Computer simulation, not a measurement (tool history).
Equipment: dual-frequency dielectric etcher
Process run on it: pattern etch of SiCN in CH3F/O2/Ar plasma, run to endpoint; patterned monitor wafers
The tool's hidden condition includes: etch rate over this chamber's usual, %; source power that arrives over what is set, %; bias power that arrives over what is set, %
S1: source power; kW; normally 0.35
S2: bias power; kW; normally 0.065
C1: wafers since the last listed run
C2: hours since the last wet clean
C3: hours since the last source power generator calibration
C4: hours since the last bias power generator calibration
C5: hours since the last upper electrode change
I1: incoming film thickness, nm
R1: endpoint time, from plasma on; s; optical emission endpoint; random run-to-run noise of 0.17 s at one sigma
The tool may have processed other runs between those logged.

run    hour    S1     S2    C1     C2      C3      C4      C5    I1    R1
  1       0  0.35  0.065     0  601.6  2214.8  1231.4  4224.1   7.7  22.2
       26.5  -- wet clean of the chamber
  2    59.2  0.35  0.065   511   32.7    2274  1290.6  4283.3  7.73  23.5
  3   106.2  0.35  0.065   683   79.7    2321  1337.6  4330.3  7.74  23.6
  4   150.3  0.41  0.065   640  123.8  2365.1  1381.7  4374.4  7.82  22.1
  5   218.3  0.41  0.065   988  191.8  2433.1  1449.7  4442.4  7.82  22.5
  6   277.7  0.31  0.071   863  251.2  2492.5  1509.1  4501.8  7.84  23.4
  7     324  0.31  0.071   672  297.5  2538.8  1555.4  4548.1  7.88  23.6
  8   383.5  0.35  0.065   864    357  2598.3  1614.9  4607.6  7.78  22.9
      453.2  -- bias power generator calibrated
  9     454  0.35  0.065   966  427.5  2668.8     0.8  4678.1  7.84  23.1
 10   505.5  0.35  0.065   748    479  2720.3    52.3  4729.6  7.87  22.7
 11   532.3  0.35  0.065   389  505.8  2747.1    79.1  4756.4  7.77  22.5
      561.6  -- wet clean of the chamber
 12   573.2  0.35  0.065   245   11.6    2788     120  4797.3  7.83  23.7
      601.2  -- upper electrode replaced
 13   639.1  0.39  0.065   608   77.5  2853.9   185.9    37.9  7.74  22.2
 14     737   0.4  0.065  1422  175.4  2951.8   283.8   135.8  7.74  21.8
 15   763.5  0.35  0.065   385  201.9  2978.3   310.3   162.3  7.76  23.1
 16   815.9   0.3  0.065   761  254.3  3030.7   362.7   214.7  7.83  24.4
 17   866.4  0.35  0.065   733  304.8  3081.2   413.2   265.2  7.83    23
 18   894.2  0.35  0.065   404  332.6    3109     441     293  7.84  22.9
 19   963.4  0.35  0.078  1005  401.8  3178.2   510.2   362.2  7.87  20.9
 20  1035.2   0.4  0.052  1043  473.6    3250     582     434  7.87  24.1
       1095  -- wet clean of the chamber
     1097.9  -- source power generator calibrated
 21  1103.4  0.27  0.065   599    8.4     5.5   650.2   502.2  7.78  25.8
 22  1157.6  0.35   0.06   787   62.6    59.7   704.4   556.4  7.72  23.9
 23  1216.1  0.35  0.065   850  121.1   118.2   762.9   614.9  7.83  23.4
 24  1286.2  0.32  0.065  1018  191.2   188.3     833     685  7.82  23.6
 25  1357.5   0.4  0.055  1036  262.5   259.6   904.3   756.3  7.83  23.8
 26  1418.4  0.35  0.071   885  323.4   320.5   965.2   817.2  7.83  22.1
 27    1488  0.35  0.065  1011    393   390.1  1034.8   886.8   7.8  22.7

Below, some changes in R1 between adjacent runs. For each, the amount present without the hidden state too (settings, incoming material, random variation) and the amount remaining for the hidden state with gauge scatter not shared by both compared results:
Run 1 -> 2: wet clean of the chamber. R1 +1.3 s: hidden state +1.1, all else +0.2.
Run 18 -> 19: S2 0.065 -> 0.078. R1 -2 s: hidden state +0, all else -2.
Run 19 -> 20: S1 0.35 -> 0.4, S2 0.078 -> 0.052. R1 +3.2 s: hidden state -0.4, all else +3.6.
Run 20 -> 21: S1 0.4 -> 0.27, S2 0.052 -> 0.065, wet clean of the chamber, source power generator calibrated. R1 +1.7 s: hidden state +1.2, all else +0.5.
